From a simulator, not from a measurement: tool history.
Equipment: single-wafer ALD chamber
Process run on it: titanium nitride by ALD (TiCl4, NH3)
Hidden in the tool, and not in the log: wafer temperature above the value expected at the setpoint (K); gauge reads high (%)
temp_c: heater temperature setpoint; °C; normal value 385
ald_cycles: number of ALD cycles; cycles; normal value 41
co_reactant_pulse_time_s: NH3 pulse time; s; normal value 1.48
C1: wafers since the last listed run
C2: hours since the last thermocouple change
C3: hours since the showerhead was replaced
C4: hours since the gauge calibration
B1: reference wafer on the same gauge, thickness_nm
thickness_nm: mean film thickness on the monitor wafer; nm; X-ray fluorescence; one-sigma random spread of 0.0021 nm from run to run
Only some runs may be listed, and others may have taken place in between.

{"run": 1, "hour": 0.0, "temp_c": 385, "ald_cycles": 37, "co_reactant_pulse_time_s": 1.48, "C1": 0, "C2": 243, "C3": 3491.1, "C4": 403, "B1": 0.72, "thickness_nm": 0.74}
{"run": 2, "hour": 313.8, "temp_c": 385, "ald_cycles": 37, "co_reactant_pulse_time_s": 1.48, "C1": 2209, "C2": 556.8, "C3": 3804.9, "C4": 716.8, "B1": 0.717, "thickness_nm": 0.735}
{"run": 3, "hour": 410.0, "temp_c": 385, "ald_cycles": 41, "co_reactant_pulse_time_s": 1.48, "C1": 677, "C2": 653, "C3": 3901.1, "C4": 813, "B1": 0.715, "thickness_nm": 0.817}
{"run": 4, "hour": 500.9, "temp_c": 385, "ald_cycles": 36, "co_reactant_pulse_time_s": 1.48, "C1": 640, "C2": 743.9, "C3": 3992, "C4": 903.9, "B1": 0.716, "thickness_nm": 0.711}
{"run": 5, "hour": 576.1, "temp_c": 385, "ald_cycles": 46, "co_reactant_pulse_time_s": 1.48, "C1": 529, "C2": 819.1, "C3": 4067.2, "C4": 979.1, "B1": 0.715, "thickness_nm": 0.917}
{"run": 6, "hour": 663.6, "temp_c": 385, "ald_cycles": 47, "co_reactant_pulse_time_s": 1.48, "C1": 616, "C2": 906.6, "C3": 4154.7, "C4": 1066.6, "B1": 0.714, "thickness_nm": 0.935}
{"run": 7, "hour": 721.2, "temp_c": 385, "ald_cycles": 41, "co_reactant_pulse_time_s": 1.48, "C1": 405, "C2": 964.2, "C3": 4212.3, "C4": 1124.2, "B1": 0.715, "thickness_nm": 0.814}
{"hour": 740.9, "done": "thermocouple changed; heater temperature recalibrated"}
{"hour": 749.7, "done": "gauge calibrated"}
{"run": 8, "hour": 765.5, "temp_c": 385, "ald_cycles": 41, "co_reactant_pulse_time_s": 1.48, "C1": 255, "C2": 24.6, "C3": 4256.6, "C4": 15.8, "B1": 0.73, "thickness_nm": 0.83}
{"run": 9, "hour": 869.4, "temp_c": 385, "ald_cycles": 41, "co_reactant_pulse_time_s": 1.71, "C1": 731, "C2": 128.5, "C3": 4360.5, "C4": 119.7, "B1": 0.725, "thickness_nm": 0.832}
{"run": 10, "hour": 971.9, "temp_c": 385, "ald_cycles": 41, "co_reactant_pulse_time_s": 1.48, "C1": 721, "C2": 231, "C3": 4463, "C4": 222.2, "B1": 0.723, "thickness_nm": 0.823}
{"run": 11, "hour": 1049.5, "temp_c": 385, "ald_cycles": 41, "co_reactant_pulse_time_s": 1.48, "C1": 546, "C2": 308.6, "C3": 4540.6, "C4": 299.8, "B1": 0.72, "thickness_nm": 0.821}
{"run": 12, "hour": 1131.4, "temp_c": 385, "ald_cycles": 41, "co_reactant_pulse_time_s": 1.48, "C1": 576, "C2": 390.5, "C3": 4622.5, "C4": 381.7, "B1": 0.718, "thickness_nm": 0.819}
{"run": 13, "hour": 1183.3, "temp_c": 385, "ald_cycles": 45, "co_reactant_pulse_time_s": 1.31, "C1": 365, "C2": 442.4, "C3": 4674.4, "C4": 433.6, "B1": 0.718, "thickness_nm": 0.892}
{"run": 14, "hour": 1266.0, "temp_c": 385, "ald_cycles": 39, "co_reactant_pulse_time_s": 0.9, "C1": 582, "C2": 525.1, "C3": 4757.1, "C4": 516.3, "B1": 0.718, "thickness_nm": 0.755}
{"run": 15, "hour": 1320.9, "temp_c": 379, "ald_cycles": 46, "co_reactant_pulse_time_s": 1.15, "C1": 386, "C2": 580, "C3": 4812, "C4": 571.2, "B1": 0.717, "thickness_nm": 0.894}
{"run": 16, "hour": 1384.5, "temp_c": 371, "ald_cycles": 41, "co_reactant_pulse_time_s": 2.05, "C1": 447, "C2": 643.6, "C3": 4875.6, "C4": 634.8, "B1": 0.716, "thickness_nm": 0.817}
{"run": 17, "hour": 1456.4, "temp_c": 390, "ald_cycles": 33, "co_reactant_pulse_time_s": 1.48, "C1": 506, "C2": 715.5, "C3": 4947.5, "C4": 706.7, "B1": 0.715, "thickness_nm": 0.66}
{"run": 18, "hour": 1538.4, "temp_c": 385, "ald_cycles": 41, "co_reactant_pulse_time_s": 1.48, "C1": 577, "C2": 797.5, "C3": 5029.5, "C4": 788.7, "B1": 0.715, "thickness_nm": 0.816}
{"hour": 1585.5, "done": "showerhead replaced"}
{"hour": 1611.9, "done": "thermocouple changed; heater temperature recalibrated"}
{"run": 19, "hour": 1641.1, "temp_c": 385, "ald_cycles": 34, "co_reactant_pulse_time_s": 1.48, "C1": 610, "C2": 29.2, "C3": 55.6, "C4": 891.4, "B1": 0.714, "thickness_nm": 0.672}
{"run": 20, "hour": 1715.0, "temp_c": 381, "ald_cycles": 47, "co_reactant_pulse_time_s": 1.2, "C1": 520, "C2": 103.1, "C3": 129.5, "C4": 965.3, "B1": 0.714, "thickness_nm": 0.915}
{"run": 21, "hour": 1797.7, "temp_c": 385, "ald_cycles": 46, "co_reactant_pulse_time_s": 1.48, "C1": 582, "C2": 185.8, "C3": 212.2, "C4": 1048, "B1": 0.713, "thickness_nm": 0.908}
{"run": 22, "hour": 1883.8, "temp_c": 385, "ald_cycles": 43, "co_reactant_pulse_time_s": 1.87, "C1": 606, "C2": 271.9, "C3": 298.3, "C4": 1134.1, "B1": 0.713, "thickness_nm": 0.862}
{"run": 23, "hour": 1974.3, "temp_c": 399, "ald_cycles": 36, "co_reactant_pulse_time_s": 1.17, "C1": 637, "C2": 362.4, "C3": 388.8, "C4": 1224.6, "B1": 0.713, "thickness_nm": 0.717}
{"run": 24, "hour": 2017.9, "temp_c": 385, "ald_cycles": 37, "co_reactant_pulse_time_s": 1.27, "C1": 307, "C2": 406, "C3": 432.4, "C4": 1268.2, "B1": 0.712, "thickness_nm": 0.725}
{"hour": 2020.4, "done": "gauge calibrated"}
{"run": 25, "hour": 2055.7, "temp_c": 377, "ald_cycles": 36, "co_reactant_pulse_time_s": 2.05, "C1": 266, "C2": 443.8, "C3": 470.2, "C4": 35.3, "B1": 0.729, "thickness_nm": 0.734}
{"run": 26, "hour": 2131.0, "temp_c": 397, "ald_cycles": 49, "co_reactant_pulse_time_s": 1.77, "C1": 530, "C2": 519.1, "C3": 545.5, "C4": 110.6, "B1": 0.726, "thickness_nm": 1.01}
{"run": 27, "hour": 2200.7, "temp_c": 394, "ald_cycles": 41, "co_reactant_pulse_time_s": 1.48, "C1": 490, "C2": 588.8, "C3": 615.2, "C4": 180.3, "B1": 0.724, "thickness_nm": 0.833}

How would selected steps in thickness_nm from run to run divide? Give the signed amount a tool lacking its hidden state would still show from settings, what came in and random variation, and the signed amount left for the hidden state, including any gauge scatter that is not in both of the compared results.
Run 7 -> 8: thermocouple changed; heater temperature recalibrated, gauge calibrated. thickness_nm +0.016 nm: hidden state +0.017, all else -0.001.
Run 19 -> 20: temp_c 385 -> 381, ald_cycles 34 -> 47, co_reactant_pulse_time_s 1.48 -> 1.2. thickness_nm +0.243 nm: hidden state -0.005, all else +0.248.
Run 24 -> 25: temp_c 385 -> 377, ald_cycles 37 -> 36, co_reactant_pulse_time_s 1.27 -> 2.05, gauge calibrated. thickness_nm +0.009 nm: hidden state +0.017, all else -0.008.
Run 25 -> 26: temp_c 377 -> 397, ald_cycles 36 -> 49, co_reactant_pulse_time_s 2.05 -> 1.77. thickness_nm +0.276 nm: hidden state -0.005, all else +0.281.
